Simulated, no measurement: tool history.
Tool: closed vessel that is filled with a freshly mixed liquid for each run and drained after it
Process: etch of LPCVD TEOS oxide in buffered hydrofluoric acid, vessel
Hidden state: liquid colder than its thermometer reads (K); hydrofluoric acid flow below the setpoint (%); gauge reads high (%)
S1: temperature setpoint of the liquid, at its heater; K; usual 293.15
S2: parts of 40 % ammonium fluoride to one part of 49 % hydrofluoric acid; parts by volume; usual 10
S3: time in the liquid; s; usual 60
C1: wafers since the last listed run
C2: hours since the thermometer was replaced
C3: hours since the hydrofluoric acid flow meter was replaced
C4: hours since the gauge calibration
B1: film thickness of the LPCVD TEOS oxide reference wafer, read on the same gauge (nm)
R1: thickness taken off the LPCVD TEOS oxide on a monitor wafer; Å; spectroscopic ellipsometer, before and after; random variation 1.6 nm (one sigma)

run   hour      S1    S2  S3     C1      C2      C3      C4     B1      R1
  1      0  293.15    10  60      0  1658.3  1503.8  1137.8  49.99  1645.3
        18  -- thermometer replaced
      19.4  -- gauge calibrated
  2   35.3  293.15    10  60   3890    17.3  1539.1    15.9     50  1630.1
  3   49.4  293.15    10  60   1599    31.4  1553.2      30  50.02    1609
  4   74.3  292.15    10  75   2824    56.3  1578.1    54.9     50  1964.6
  5   89.6  292.15    10  75   1735    71.6  1593.4    70.2  50.05  1914.3
  6    117  293.15    10  60   3108      99  1620.8    97.6  49.99  1658.9
  7  131.5  293.15    10  60   1644   113.5  1635.3   112.1  50.06    1639
  8  145.4  293.15    10  60   1576   127.4  1649.2     126  50.03  1622.4
  9  180.9  293.15    10  60   4027   162.9  1684.7   161.5  50.02  1623.1
 10  205.5  293.15    10  60   2790   187.5  1709.3   186.1  50.03  1631.7
 11  228.7  293.15    10  60   2631   210.7  1732.5   209.3  49.98  1632.1
 12  241.4  293.15    10  40   1440   223.4  1745.2     222  50.03  1064.6
 13  253.9  296.65     8  50   1417   235.9  1757.7   234.5  50.03  1961.7
     270.2  -- hydrofluoric acid flow meter replaced
 14  278.2  297.65    10  60   2643   260.2       8   258.8  50.02    2244
 15  307.5  290.15  11.5  60   3323   289.5    37.3   288.1  50.01  1299.5
 16  331.4  295.65    10  60   2711   313.4    61.2     312     50  2017.5
 17    357  293.15    10  60   2904     339    86.8   337.6     50  1760.6
 18  390.4  293.15    10  60   3788   372.4   120.2     371     50  1733.6
 19  412.3  296.65    10  60   2484   394.3   142.1   392.9     50  2100.3
 20  442.3  293.15   6.5  85   3403   424.3   172.1   422.9  49.98  3693.4
 21  466.2  290.15    10  80   2711   448.2     196   446.8     50  1944.9
 22    490  291.65    10  95   2699     472   219.8   470.6  50.01  2500.2
 23  525.4  293.15    10  60   4015   507.4   255.2     506  49.96  1714.8
 24  551.7  290.15  11.5  35   2983   533.7   281.5   532.3     50   743.4
 25  569.5  291.65    10  95   2019   551.5   299.3   550.1  49.97    2536
 26  590.9  293.15    10  60   2427   572.9   320.7   571.5  50.03  1732.1
 27  625.2  293.15    10  60   3890   607.2     355   605.8     50  1721.9
 28  658.7  290.15   6.5  60   3800   640.7   388.5   639.3  50.01  2192.6
 29  764.2  290.15  11.5  60  11967   746.2     494   744.8  50.01    1258
 30  792.4  290.15  11.5  70   3198   774.4   522.2     773  50.03  1444.9
 31  806.3  291.65    13  60   1576   788.3   536.1   786.9  49.99    1235
 32  835.3  296.15    10  60   3289   817.3   565.1   815.9  50.01  1978.2

Measured less the same run without the tool's hidden state. The same run-to-run variation is in both; the gauge's scatter may not be:
run      R1
  1  -117.6
  2  -119.2
  3  -118.9
  4  -147.6
  5  -145.3
  6  -128.2
  7  -127.8
  8  -127.6
  9  -130.6
 10  -133.2
 11  -135.2
 12   -88.9
 13  -184.6
 14    -3.2
 15    -3.5
 16    -7.5
 17    -8.4
 18   -10.8
 19   -15.1
 20   -28.1
 21   -18.5
 22   -26.5
 23   -20.9
 24    -9.9
 25   -35.8
 26   -26.1
 27   -28.4
 28   -35.1
 29   -28.7
 30   -34.8
 31   -30.7
 32   -51.4
